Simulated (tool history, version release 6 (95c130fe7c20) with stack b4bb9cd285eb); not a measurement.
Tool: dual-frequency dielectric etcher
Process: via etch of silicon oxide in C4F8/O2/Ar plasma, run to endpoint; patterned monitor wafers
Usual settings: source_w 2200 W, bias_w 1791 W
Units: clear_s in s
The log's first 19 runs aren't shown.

run	hour	source_w	bias_w	wafers since the last listed run	hours since the last wet clean	hours since the last source power generator calibration	hours since the last bias power generator calibration	hours since the last upper electrode change	incoming incoming film thickness, nm	clear_s
20	262.7	1760	1421	36	584.5	1722.8	12.3	3580.0	1121.9	243.9
# hour 286.9: wet clean of the chamber
21	287.4	1870	1433	2	0.5	1747.5	37.0	3604.7	1114.3	245.0
# hour 295.8: source power generator calibrated
22	296.3	2440	1606	19	9.4	0.5	45.9	3613.6	1107.2	208.4
23	308.5	2200	1791	49	21.6	12.7	58.1	3625.8	1123.4	216.2
# hour 336.8: upper electrode replaced
24	337.3	1720	1398	19	50.4	41.5	86.9	0.5	1123.3	258.8
25	337.7	2680	1982	1	50.8	41.9	87.3	0.9	1125.5	193.2
26	343.6	1930	2098	23	56.7	47.8	93.2	6.8	1129.2	223.7
27	352.6	2200	1791	36	65.7	56.8	102.2	15.8	1116.0	214.1
28	360.9	2560	2180	33	74.0	65.1	110.5	24.1	1115.6	191.9
29	377.4	2200	1791	66	90.5	81.6	127.0	40.6	1120.5	214.7
30	394.9	2200	1791	71	108.0	99.1	144.5	58.1	1106.5	211.8
31	407.8	2680	2045	52	120.9	112.0	157.4	71.0	1118.4	188.7
32	416.5	2550	1469	35	129.6	120.7	166.1	79.7	1123.8	207.4
33	429.2	1830	1630	51	142.3	133.4	178.8	92.4	1129.8	241.0
34	472.1	1970	1919	174	185.2	176.3	221.7	135.3	1118.0	221.8

Forecast each of these 5 alternatives for the next run:
A	472.6	2200	1791	2	185.7	176.8	222.2	135.8	1117.0	?
B	472.6	1680	1791	2	185.7	176.8	222.2	135.8	1117.0	?
C	472.6	2030	1791	2	185.7	176.8	222.2	135.8	1117.0	?
D	472.6	2470	1586	2	185.7	176.8	222.2	135.8	1117.0	?
E	472.6	2550	1662	2	185.7	176.8	222.2	135.8	1117.0	?

run	clear_s
A	213.3
B	245.7
C	222.2
D	206.0
E	201.0
Without the tool's hidden state the same runs would have given:
run	clear_s
A	215.7
B	248.5
C	224.8
D	208.3
E	203.3

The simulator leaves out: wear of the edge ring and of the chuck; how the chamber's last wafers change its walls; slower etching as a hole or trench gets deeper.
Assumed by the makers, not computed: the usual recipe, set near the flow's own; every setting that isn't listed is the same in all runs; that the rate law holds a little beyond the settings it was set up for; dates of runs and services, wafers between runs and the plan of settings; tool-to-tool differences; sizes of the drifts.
